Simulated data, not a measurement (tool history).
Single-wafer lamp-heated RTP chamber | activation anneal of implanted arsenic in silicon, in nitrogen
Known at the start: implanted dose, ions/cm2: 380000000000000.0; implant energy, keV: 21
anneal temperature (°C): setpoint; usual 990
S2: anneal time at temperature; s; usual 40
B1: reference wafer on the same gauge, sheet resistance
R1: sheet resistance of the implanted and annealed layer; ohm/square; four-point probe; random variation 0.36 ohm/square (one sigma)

{"run": 1, "hour": 0.0, "anneal temperature (°C)": 990, "S2": 40, "B1": 198.08, "R1": 239.88}
{"run": 2, "hour": 55.3, "anneal temperature (°C)": 990, "S2": 40, "B1": 197.89, "R1": 239.85}
{"run": 3, "hour": 93.7, "anneal temperature (°C)": 990, "S2": 40, "B1": 198.07, "R1": 239.62}
{"run": 4, "hour": 149.3, "anneal temperature (°C)": 990, "S2": 40, "B1": 198.12, "R1": 239.49}
{"run": 5, "hour": 199.2, "anneal temperature (°C)": 975, "S2": 40, "B1": 198.14, "R1": 240.26}
{"run": 6, "hour": 223.6, "anneal temperature (°C)": 990, "S2": 40, "B1": 198.01, "R1": 238.76}
{"hour": 257.8, "done": "gauge calibrated"}
{"run": 7, "hour": 275.4, "anneal temperature (°C)": 990, "S2": 40, "B1": 198.02, "R1": 239.79}
{"run": 8, "hour": 310.4, "anneal temperature (°C)": 990, "S2": 40, "B1": 198.06, "R1": 239.5}
{"run": 9, "hour": 449.8, "anneal temperature (°C)": 990, "S2": 40, "B1": 198.2, "R1": 239.51}
{"run": 10, "hour": 489.9, "anneal temperature (°C)": 976, "S2": 52, "B1": 198.11, "R1": 239.81}
{"hour": 502.4, "done": "reflector plate cleaned"}
{"hour": 523.8, "done": "pyrometer window cleaned and pyrometer calibrated"}
{"run": 11, "hour": 540.2, "anneal temperature (°C)": 990, "S2": 40, "B1": 198.03, "R1": 240.16}
{"run": 12, "hour": 566.1, "anneal temperature (°C)": 990, "S2": 40, "B1": 198.05, "R1": 240.69}
{"run": 13, "hour": 606.3, "anneal temperature (°C)": 990, "S2": 40, "B1": 198.06, "R1": 240.85}
{"run": 14, "hour": 668.4, "anneal temperature (°C)": 990, "S2": 40, "B1": 198.05, "R1": 240.56}
{"run": 15, "hour": 715.9, "anneal temperature (°C)": 990, "S2": 40, "B1": 198.09, "R1": 239.46}
{"run": 16, "hour": 756.5, "anneal temperature (°C)": 990, "S2": 40, "B1": 197.98, "R1": 239.64}
{"run": 17, "hour": 791.7, "anneal temperature (°C)": 1013, "S2": 49, "B1": 197.95, "R1": 234.49}
{"run": 18, "hour": 845.1, "anneal temperature (°C)": 990, "S2": 40, "B1": 198.08, "R1": 239.61}
{"run": 19, "hour": 886.3, "anneal temperature (°C)": 1019, "S2": 53, "B1": 197.88, "R1": 233.53}
{"run": 20, "hour": 950.3, "anneal temperature (°C)": 990, "S2": 40, "B1": 197.99, "R1": 239.24}
{"run": 21, "hour": 1020.3, "anneal temperature (°C)": 990, "S2": 40, "B1": 198.01, "R1": 239.31}
{"run": 22, "hour": 1080.5, "anneal temperature (°C)": 975, "S2": 56, "B1": 197.83, "R1": 239.08}
{"run": 23, "hour": 1128.7, "anneal temperature (°C)": 990, "S2": 40, "B1": 197.97, "R1": 239.26}
{"hour": 1132.6, "done": "gauge calibrated"}
{"run": 24, "hour": 1189.3, "anneal temperature (°C)": 967, "S2": 56, "B1": 197.87, "R1": 240.03}
{"run": 25, "hour": 1233.0, "anneal temperature (°C)": 979, "S2": 25, "B1": 197.96, "R1": 242.85}
{"run": 26, "hour": 1274.2, "anneal temperature (°C)": 990, "S2": 40, "B1": 198.02, "R1": 239.48}
{"run": 27, "hour": 1314.7, "anneal temperature (°C)": 980, "S2": 25, "B1": 197.93, "R1": 242.41}
{"hour": 1344.6, "done": "pyrometer window cleaned and pyrometer calibrated"}
{"run": 28, "hour": 1346.7, "anneal temperature (°C)": 964, "S2": 19, "B1": 198.01, "R1": 244.69}
{"run": 29, "hour": 1386.3, "anneal temperature (°C)": 1011, "S2": 54, "B1": 198.04, "R1": 236.31}
{"run": 30, "hour": 1415.0, "anneal temperature (°C)": 971, "S2": 46, "B1": 198.08, "R1": 241.3}
{"run": 31, "hour": 1451.4, "anneal temperature (°C)": 1013, "S2": 40, "B1": 198.11, "R1": 236.78}
{"run": 32, "hour": 1500.5, "anneal temperature (°C)": 977, "S2": 30, "B1": 198.16, "R1": 242.24}

Forecast each of these 3 alternatives for the next run:
{"run": "A", "hour": 1500.9, "anneal temperature (°C)": 1000, "S2": 40, "B1": "?", "R1": "?"}
{"run": "B", "hour": 1500.9, "anneal temperature (°C)": 1001, "S2": 60, "B1": "?", "R1": "?"}
{"run": "C", "hour": 1500.9, "anneal temperature (°C)": 1009, "S2": 20, "B1": "?", "R1": "?"}

run=A B1=197.98 R1=238.63
run=B B1=197.98 R1=235.83
run=C B1=197.98 R1=241.28
Without the tool's hidden state the same runs would have given:
run=A R1=239.58
run=B R1=237.03
run=C R1=242.04

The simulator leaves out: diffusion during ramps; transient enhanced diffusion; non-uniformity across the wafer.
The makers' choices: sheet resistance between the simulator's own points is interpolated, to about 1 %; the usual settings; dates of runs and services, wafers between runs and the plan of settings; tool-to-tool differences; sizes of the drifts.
